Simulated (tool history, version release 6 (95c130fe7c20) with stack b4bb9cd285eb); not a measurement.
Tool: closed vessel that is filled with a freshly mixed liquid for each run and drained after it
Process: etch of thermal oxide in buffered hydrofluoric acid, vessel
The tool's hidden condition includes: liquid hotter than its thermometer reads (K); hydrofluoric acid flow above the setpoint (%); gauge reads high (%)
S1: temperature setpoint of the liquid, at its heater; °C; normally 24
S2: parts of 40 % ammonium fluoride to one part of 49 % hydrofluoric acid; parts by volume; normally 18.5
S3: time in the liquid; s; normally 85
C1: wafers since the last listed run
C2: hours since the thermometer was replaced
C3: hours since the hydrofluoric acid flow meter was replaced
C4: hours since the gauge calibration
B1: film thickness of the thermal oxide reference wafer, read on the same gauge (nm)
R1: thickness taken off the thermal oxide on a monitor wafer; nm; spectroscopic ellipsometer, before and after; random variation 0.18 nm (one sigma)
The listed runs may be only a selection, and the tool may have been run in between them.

run	hour	S1	S2	S3	C1	C2	C3	C4	B1	R1
1	0	24	18.5	85	0	2464.6	2139.8	247.3	139.98	61.89
2	16.8	24	18.5	85	2203	2481.4	2156.6	264.1	139.98	62.04
3	34.4	24	18.5	85	2308	2499	2174.2	281.7	140.03	61.63
4	41.5	24	18.5	85	931	2506.1	2181.3	288.8	140.01	61.72
5	52.8	24	18.5	85	1482	2517.4	2192.6	300.1	140.04	61.84
6	66.6	24	18.5	85	1810	2531.2	2206.4	313.9	140.03	62.09
7	73.1	24	18.5	115	852	2537.7	2212.9	320.4	140.03	83.54
8	85.1	24	18.5	115	1574	2549.7	2224.9	332.4	139.98	83.55
9	92.9	24	18.5	115	1023	2557.5	2232.7	340.2	140.02	83.92
10	110	24	18.5	45	2243	2574.6	2249.8	357.3	140.04	32.71
# hour 117.4: thermometer replaced
11	124.9	24	18.5	45	1823	7.5	2264.7	372.2	140	33
# hour 132.2: gauge calibrated
12	137.4	24	18.5	45	1639	20	2277.2	5.2	139.99	32.95
13	152.4	24	18.5	85	1967	35	2292.2	20.2	140	62.05
14	159.4	24	18.5	85	918	42	2299.2	27.2	139.99	62.41
15	174.6	22	18.5	85	1994	57.2	2314.4	42.4	140.01	55.68
16	191.1	25.5	25.5	135	2164	73.7	2330.9	58.9	140.01	81.48
17	206.9	22	16	115	2072	89.5	2346.7	74.7	139.97	86.96
# hour 209.1: hydrofluoric acid flow meter replaced
18	223.5	20	15	65	2046	106.1	14.4	91.3	139.99	42.53
19	230.1	24	18.5	115	865	112.7	21	97.9	140.03	76.82
20	247.4	24	18.5	85	2269	130	38.3	115.2	140.01	56.98
21	258.5	28	21	85	1456	141.1	49.4	126.3	139.99	62.88
22	270.7	20.5	11.5	85	1600	153.3	61.6	138.5	139.99	74.35
23	282.4	24	18.5	85	1534	165	73.3	150.2	139.99	57.09
24	289.5	24	18.5	85	931	172.1	80.4	157.3	139.99	56.96
25	302.9	25.5	14	45	1757	185.5	93.8	170.7	140.01	43.22

Run 26 is up next; what results do you expect?
26	317.7	28	18.5	85	1941	200.3	108.6	185.5	?	?

B1: 139.98
R1: 70.36 nm
With no hidden state in the tool, this same run would have given R1 69.06 nm.

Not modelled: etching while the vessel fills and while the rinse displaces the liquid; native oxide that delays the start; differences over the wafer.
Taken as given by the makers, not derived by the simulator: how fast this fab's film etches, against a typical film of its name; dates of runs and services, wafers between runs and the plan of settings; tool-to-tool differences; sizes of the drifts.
